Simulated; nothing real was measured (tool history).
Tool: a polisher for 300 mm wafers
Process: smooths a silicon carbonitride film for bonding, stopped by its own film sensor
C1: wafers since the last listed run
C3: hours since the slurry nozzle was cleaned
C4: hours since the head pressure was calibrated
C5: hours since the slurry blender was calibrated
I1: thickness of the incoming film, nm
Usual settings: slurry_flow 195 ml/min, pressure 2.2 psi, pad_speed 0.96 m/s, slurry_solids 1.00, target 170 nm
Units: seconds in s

Run 1, hour 0.0: usual settings; C1 0; wafers polished on this pad 735; C3 198.6; C4 1095.7; C5 64.7; I1 196.8. Result: seconds 145.6 s.
Run 2, hour 26.6: usual settings; C1 277; wafers polished on this pad 1013; C3 225.2; C4 1122.3; C5 91.3; I1 202.2. Result: seconds 184.8 s.
At hour 46.9: worn pad replaced by a new one.
Run 3, hour 47.4: usual settings; C1 175; wafers polished on this pad 5; C3 246.0; C4 1143.1; C5 112.1; I1 198.5. Result: seconds 147.7 s.
Run 4, hour 79.6: usual settings; C1 335; wafers polished on this pad 341; C3 278.2; C4 1175.3; C5 144.3; I1 200.1. Result: seconds 160.1 s.
Run 5, hour 107.1: usual settings; C1 286; wafers polished on this pad 627; C3 305.7; C4 1202.8; C5 171.8; I1 201.7. Result: seconds 178.7 s.
Run 6, hour 119.2: usual settings; C1 126; wafers polished on this pad 754; C3 317.8; C4 1214.9; C5 183.9; I1 198.7. Result: seconds 163.0 s.
Run 7, hour 139.2: usual settings but target 172 nm; C1 208; wafers polished on this pad 962; C3 337.8; C4 1234.9; C5 203.9; I1 203.1. Result: seconds 184.5 s.
At hour 152.9: worn pad replaced by a new one.
At hour 163.6: slurry blender recalibrated.
Run 8, hour 170.4: usual settings but target 172 nm; C1 262; wafers polished on this pad 162; C3 369.0; C4 1266.1; C5 6.8; I1 202.4. Result: seconds 157.3 s.
Run 9, hour 184.4: usual settings but target 172 nm; C1 145; wafers polished on this pad 307; C3 383.0; C4 1280.1; C5 20.8; I1 200.0. Result: seconds 141.1 s.
Run 10, hour 197.8: usual settings but slurry_flow 260 ml/min, pressure 1.4 psi, pad_speed 1.10 m/s, target 162 nm; C1 139; wafers polished on this pad 447; C3 396.4; C4 1293.5; C5 34.2; I1 196.8. Result: seconds 230.0 s.
At hour 215.2: head pressure recalibrated.
Run 11, hour 233.3: usual settings but pressure 2.7 psi, target 173 nm; C1 349; wafers polished on this pad 796; C3 431.9; C4 18.1; C5 69.7; I1 202.1. Result: seconds 131.9 s.
At hour 238.1: slurry nozzle cleaned.
Run 12, hour 265.4: usual settings; C1 324; wafers polished on this pad 1120; C3 27.3; C4 50.2; C5 101.8; I1 201.0. Result: seconds 180.2 s.
At hour 271.4: worn pad replaced by a new one.
Run 13, hour 283.4: usual settings but slurry_solids 0.85; C1 145; wafers polished on this pad 124; C3 45.3; C4 68.2; C5 119.8; I1 199.3. Result: seconds 167.7 s.
Run 14, hour 301.9: usual settings but pressure 1.9 psi, pad_speed 0.76 m/s, slurry_solids 0.85; C1 192; wafers polished on this pad 317; C3 63.8; C4 86.7; C5 138.3; I1 199.3. Result: seconds 228.3 s.
Run 15, hour 386.1: usual settings; C1 877; wafers polished on this pad 1195; C3 148.0; C4 170.9; C5 222.5; I1 198.3. Result: seconds 180.1 s.
At hour 391.2: worn pad replaced by a new one.
At hour 393.3: slurry blender recalibrated.
Run 16, hour 447.7: usual settings but slurry_flow 145 ml/min, target 173 nm; C1 579; wafers polished on this pad 567; C3 209.6; C4 232.5; C5 54.4; I1 199.6. Result: seconds 151.2 s.
Run 17, hour 466.3: usual settings but slurry_solids 0.90; C1 193; wafers polished on this pad 761; C3 228.2; C4 251.1; C5 73.0; I1 202.6. Result: seconds 189.1 s.
Run 18, hour 492.2: usual settings; C1 269; wafers polished on this pad 1031; C3 254.1; C4 277.0; C5 98.9; I1 196.9. Result: seconds 155.8 s.

5 ways to go on from here, each from the tool as it stands after run 18. What would each give?
Run A, hour 492.7: usual settings; C1 5; wafers polished on this pad 1036; C3 254.6; C4 277.5; C5 99.4; I1 203.5. Result: seconds ?.
Run B, hour 492.7: usual settings but slurry_flow 250 ml/min, slurry_solids 0.75, target 178 nm; C1 5; wafers polished on this pad 1036; C3 254.6; C4 277.5; C5 99.4; I1 203.5. Result: seconds ?.
Run C, hour 492.7: usual settings but pressure 1.5 psi, pad_speed 1.18 m/s; C1 5; wafers polished on this pad 1036; C3 254.6; C4 277.5; C5 99.4; I1 203.5. Result: seconds ?.
Run D, hour 492.7: usual settings but slurry_flow 260 ml/min, pad_speed 1.22 m/s, slurry_solids 0.80; C1 5; wafers polished on this pad 1036; C3 254.6; C4 277.5; C5 99.4; I1 203.5. Result: seconds ?.
Run E, hour 492.7: usual settings but slurry_flow 255 ml/min, pressure 2.0 psi, pad_speed 1.20 m/s, target 161 nm; C1 5; wafers polished on this pad 1036; C3 254.6; C4 277.5; C5 99.4; I1 203.5. Result: seconds ?.

run  seconds
  A    196.4
  B    170.3
  C    232.0
  D    176.8
  E    219.0
Without the tool's hidden state the same runs would have given:
run  seconds
  A    170.7
  B    146.9
  C    201.5
  D    152.8
  E    190.3

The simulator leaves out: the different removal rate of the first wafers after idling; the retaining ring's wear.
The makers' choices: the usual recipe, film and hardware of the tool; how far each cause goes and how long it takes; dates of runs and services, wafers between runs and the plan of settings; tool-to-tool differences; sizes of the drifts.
